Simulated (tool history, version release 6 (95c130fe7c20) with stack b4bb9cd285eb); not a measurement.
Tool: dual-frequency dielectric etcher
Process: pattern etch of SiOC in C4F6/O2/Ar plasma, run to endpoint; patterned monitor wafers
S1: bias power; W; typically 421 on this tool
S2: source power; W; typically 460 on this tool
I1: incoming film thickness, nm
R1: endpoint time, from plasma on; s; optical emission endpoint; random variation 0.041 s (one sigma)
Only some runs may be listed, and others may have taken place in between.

{"run": 1, "day": 0.0, "S1": 421, "S2": 460, "I1": 42.55, "R1": 13.3}
{"run": 2, "day": 0.317, "S1": 421, "S2": 460, "I1": 42.8, "R1": 13.5}
{"run": 3, "day": 0.733, "S1": 421, "S2": 460, "I1": 42.4, "R1": 13.3}
{"run": 4, "day": 1.479, "S1": 421, "S2": 460, "I1": 42.93, "R1": 13.5}
{"run": 5, "day": 2.004, "S1": 421, "S2": 460, "I1": 42.47, "R1": 13.3}
{"run": 6, "day": 2.308, "S1": 421, "S2": 460, "I1": 42.93, "R1": 13.4}
{"run": 7, "day": 2.733, "S1": 421, "S2": 460, "I1": 42.74, "R1": 13.3}
{"run": 8, "day": 3.412, "S1": 421, "S2": 460, "I1": 42.6, "R1": 13.3}
{"run": 9, "day": 3.917, "S1": 421, "S2": 460, "I1": 42.89, "R1": 13.4}
{"run": 10, "day": 4.267, "S1": 421, "S2": 460, "I1": 42.62, "R1": 13.3}
{"run": 11, "day": 4.621, "S1": 421, "S2": 460, "I1": 42.64, "R1": 13.2}
{"run": 12, "day": 4.921, "S1": 421, "S2": 460, "I1": 42.33, "R1": 13.2}
{"day": 6.242, "done": "upper electrode replaced"}
{"run": 13, "day": 6.262, "S1": 421, "S2": 460, "I1": 43.48, "R1": 13.5}
{"run": 14, "day": 6.275, "S1": 421, "S2": 460, "I1": 42.9, "R1": 13.3}
{"run": 15, "day": 6.288, "S1": 493, "S2": 370, "I1": 42.89, "R1": 14.1}
{"run": 16, "day": 6.508, "S1": 333, "S2": 500, "I1": 42.73, "R1": 13.9}
{"run": 17, "day": 7.096, "S1": 375, "S2": 500, "I1": 43.25, "R1": 13.4}
{"run": 18, "day": 7.392, "S1": 469, "S2": 460, "I1": 42.34, "R1": 12.6}
{"day": 8.929, "done": "wet clean of the chamber"}
{"run": 19, "day": 9.429, "S1": 394, "S2": 360, "I1": 42.5, "R1": 15.6}
{"day": 9.721, "done": "source power generator calibrated"}
{"run": 20, "day": 9.888, "S1": 509, "S2": 460, "I1": 42.51, "R1": 12.5}
{"run": 21, "day": 10.204, "S1": 421, "S2": 460, "I1": 42.79, "R1": 13.5}
{"run": 22, "day": 10.938, "S1": 355, "S2": 460, "I1": 42.77, "R1": 14.3}
{"run": 23, "day": 11.554, "S1": 506, "S2": 380, "I1": 42.47, "R1": 13.8}
{"day": 12.367, "done": "bias power generator calibrated"}
{"run": 24, "day": 12.388, "S1": 494, "S2": 410, "I1": 42.84, "R1": 13.5}
{"run": 25, "day": 12.75, "S1": 371, "S2": 400, "I1": 42.7, "R1": 15}
{"run": 26, "day": 13.179, "S1": 487, "S2": 560, "I1": 43.21, "R1": 11.8}
{"run": 27, "day": 13.696, "S1": 421, "S2": 460, "I1": 42.84, "R1": 13.5}
{"run": 28, "day": 14.533, "S1": 358, "S2": 340, "I1": 42.9, "R1": 16.6}
{"run": 29, "day": 14.912, "S1": 421, "S2": 460, "I1": 43.01, "R1": 13.5}
{"run": 30, "day": 15.429, "S1": 421, "S2": 440, "I1": 42.6, "R1": 13.7}
{"run": 31, "day": 16.167, "S1": 421, "S2": 460, "I1": 42.97, "R1": 13.5}
{"run": 32, "day": 16.754, "S1": 510, "S2": 360, "I1": 42.65, "R1": 14}
{"run": 33, "day": 17.267, "S1": 421, "S2": 410, "I1": 42.89, "R1": 14.2}
{"run": 34, "day": 17.871, "S1": 506, "S2": 380, "I1": 43.03, "R1": 13.8}
{"run": 35, "day": 18.604, "S1": 421, "S2": 460, "I1": 42.23, "R1": 13.2}

Some steps in R1 between neighbouring runs. How much of each would the tool show without its hidden state too (settings, what came in, random variation), and how much is left for the hidden state, with any gauge scatter that isn't in both results?
The tool's hidden condition here consists of: etch rate over this chamber's usual, %; bias power that arrives over what is set, %; source power that arrives over what is set, %.
Run 8 -> 9: nothing adjusted, nothing logged. R1 +0.1 s: hidden state -0.1, all else +0.2.
Run 9 -> 10: nothing adjusted, nothing logged. R1 -0.1 s: hidden state +0.1, all else -0.2.
Run 18 -> 19: S1 469 -> 394, S2 460 -> 360, wet clean of the chamber. R1 +3 s: hidden state +0.2, all else +2.8.
Run 25 -> 26: S1 371 -> 487, S2 400 -> 560. R1 -3.2 s: hidden state +0.1, all else -3.3.
Run 27 -> 28: S1 421 -> 358, S2 460 -> 340. R1 +3.1 s: hidden state +0, all else +3.1.
Run 28 -> 29: S1 358 -> 421, S2 340 -> 460. R1 -3.1 s: hidden state +0, all else -3.1.

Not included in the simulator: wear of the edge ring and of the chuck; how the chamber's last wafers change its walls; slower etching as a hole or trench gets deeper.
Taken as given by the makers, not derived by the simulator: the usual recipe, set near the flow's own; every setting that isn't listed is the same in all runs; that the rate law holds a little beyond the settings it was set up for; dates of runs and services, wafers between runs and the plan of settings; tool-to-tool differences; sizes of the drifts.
